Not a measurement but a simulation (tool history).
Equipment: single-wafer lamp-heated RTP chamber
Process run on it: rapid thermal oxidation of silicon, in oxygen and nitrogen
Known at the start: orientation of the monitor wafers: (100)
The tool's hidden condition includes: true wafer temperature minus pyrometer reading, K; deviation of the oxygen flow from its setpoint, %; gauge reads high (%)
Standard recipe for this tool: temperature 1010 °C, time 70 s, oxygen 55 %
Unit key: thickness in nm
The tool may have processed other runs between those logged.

| run | hour | temperature | time | oxygen | wafers since the last listed run | wafers since the last pyrometer calibration | hours since the oxygen flow controller was replaced | hours since the gauge calibration | read-back reference wafer on the same gauge, thickness | thickness |
|---|---|---|---|---|---|---|---|---|---|---|
| 1 | 0 | 1034 | 85 | 55 | 0 | 2202 | 5629.6 | 1382.6 | 5.826 | 8.07 |
| 2 | 66 | 1034 | 85 | 55 | 445 | 2647 | 5695.6 | 1448.6 | 5.83 | 8.065 |
| 3 | 130.2 | 1010 | 70 | 55 | 433 | 3080 | 5759.8 | 1512.8 | 5.837 | 6.264 |
|  | 184.1 | pyrometer window cleaned and pyrometer calibrated |
| 4 | 197.5 | 1010 | 70 | 55 | 400 | 90 | 5827.1 | 1580.1 | 5.827 | 6.232 |
| 5 | 239.3 | 1010 | 70 | 55 | 281 | 372 | 5868.9 | 1621.9 | 5.831 | 6.26 |
| 6 | 293 | 1010 | 70 | 55 | 362 | 734 | 5922.6 | 1675.6 | 5.829 | 6.228 |
| 7 | 357.2 | 1010 | 70 | 44 | 433 | 1167 | 5986.8 | 1739.8 | 5.835 | 5.828 |
| 8 | 385.5 | 1010 | 51 | 55 | 190 | 1358 | 6015.1 | 1768.1 | 5.828 | 5.463 |
| 9 | 450.4 | 1010 | 91 | 55 | 437 | 1796 | 6080 | 1833 | 5.833 | 7.037 |
| 10 | 478.9 | 1010 | 91 | 55 | 192 | 1988 | 6108.5 | 1861.5 | 5.828 | 7.079 |
| 11 | 516.2 | 1032 | 70 | 55 | 251 | 2240 | 6145.8 | 1898.8 | 5.835 | 7.354 |
| 12 | 584.3 | 1032 | 70 | 55 | 459 | 2699 | 6213.9 | 1966.9 | 5.828 | 7.293 |
| 13 | 610.7 | 1032 | 70 | 55 | 178 | 2877 | 6240.3 | 1993.3 | 5.84 | 7.334 |
|  | 649 | pyrometer window cleaned and pyrometer calibrated |
| 14 | 649.5 | 990 | 70 | 55 | 207 | 3 | 6279.1 | 2032.1 | 5.833 | 5.459 |
|  | 666 | gauge calibrated |
| 15 | 690.9 | 990 | 70 | 55 | 279 | 282 | 6320.5 | 24.9 | 5.706 | 5.305 |
|  | 712.6 | oxygen flow controller replaced |
| 16 | 741.6 | 1010 | 70 | 55 | 288 | 570 | 29 | 75.6 | 5.719 | 6.128 |
| 17 | 809.5 | 1002 | 70 | 55 | 458 | 1028 | 96.9 | 143.5 | 5.725 | 5.818 |
| 18 | 850.1 | 1010 | 70 | 55 | 273 | 1302 | 137.5 | 184.1 | 5.741 | 6.158 |
| 19 | 892.1 | 1028 | 93 | 37 | 283 | 1585 | 179.5 | 226.1 | 5.742 | 6.933 |
| 20 | 959.8 | 1037 | 58 | 67 | 456 | 2042 | 247.2 | 293.8 | 5.76 | 7.345 |
| 21 | 1021.6 | 1010 | 70 | 55 | 416 | 2459 | 309 | 355.6 | 5.758 | 6.189 |
| 22 | 1072.2 | 1039 | 70 | 29 | 341 | 2800 | 359.6 | 406.2 | 5.767 | 6.071 |
| 23 | 1112.5 | 1010 | 70 | 55 | 271 | 3072 | 399.9 | 446.5 | 5.768 | 6.2 |
| 24 | 1145.2 | 1019 | 58 | 74 | 220 | 3293 | 432.6 | 479.2 | 5.776 | 6.747 |

Run 25 has not been measured yet. What should we expect?
|  | 1158.1 | pyrometer window cleaned and pyrometer calibrated |
| 25 | 1170.7 | 1028 | 93 | 37 | 118 | 85 | 458.1 | 504.7 | ? | ? |

Run 25 came out at read-back reference wafer on the same gauge, thickness 5.783, thickness 6.928 nm.
Minus the tool's unlogged condition, the same run would have read thickness 6.823 nm.
